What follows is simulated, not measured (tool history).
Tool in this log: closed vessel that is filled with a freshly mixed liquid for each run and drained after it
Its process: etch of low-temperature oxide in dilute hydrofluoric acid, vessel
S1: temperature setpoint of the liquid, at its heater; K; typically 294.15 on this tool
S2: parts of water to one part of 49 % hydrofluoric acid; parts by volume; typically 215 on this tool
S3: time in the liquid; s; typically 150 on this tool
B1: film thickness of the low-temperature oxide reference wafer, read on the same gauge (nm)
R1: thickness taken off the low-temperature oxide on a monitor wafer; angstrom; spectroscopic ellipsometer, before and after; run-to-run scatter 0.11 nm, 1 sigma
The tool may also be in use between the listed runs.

run     day      S1   S2   S3      B1     R1
  1   0.000  294.15  215  150  130.02  144.6
  2   0.612  294.15  215  150  130.00  144.3
  3   1.908  294.15  215  150  129.99  145.8
  4   2.650  294.15  215  150  130.00  144.4
      3.779  -- gauge calibrated
  5   6.675  294.15  215  150  130.01  143.7
  6   8.062  294.15  215  150  130.00  145.0
  7   8.771  294.15  215  150  129.99  147.2
  8   9.771  297.15  215  150  130.01  165.2
  9  10.492  297.15  215  150  130.01  164.5
     11.175  -- thermometer replaced
 10  11.267  297.15  215  150  129.99  183.2
 11  12.425  291.65  130  150  129.99  267.4
 12  13.392  291.65  130  150  130.00  268.6
 13  14.771  294.15  215  195  129.99  215.7
 14  15.825  294.15  215  150  129.98  165.1
 15  16.658  294.15  215  115  129.98  127.4
     17.338  -- hydrofluoric acid flow meter replaced
 16  17.758  296.65  215  215  130.02  244.0
 17  19.117  294.15  215  150  130.00  154.4
     19.442  -- gauge calibrated
 18  22.038  294.15  215  150  130.00  157.5
 19  22.712  296.65  120   80  130.01  182.3
 20  23.642  294.15  215  150  130.00  157.6
 21  26.338  295.65  320  120  130.01   81.5
 22  27.708  298.15  215   95  130.00  115.4
 23  28.842  294.15  155  185  130.01  286.2
 24  29.817  294.15  265  150  130.00  123.9

3 ways to go on from here, each from the tool as it stands after run 24. What would each give?
  A  29.846  290.15  215  150   ?   ?
  B  29.846  294.15  185  125   ?   ?
  C  29.846  292.65  215  150   ?   ?

run      B1     R1
  A  130.00  136.3
  B  130.00  158.9
  C  130.00  150.5
Stripped of hidden state, with their random variation kept, the same runs would have yielded:
run     R1
  A  133.9
  B  156.1
  C  147.7
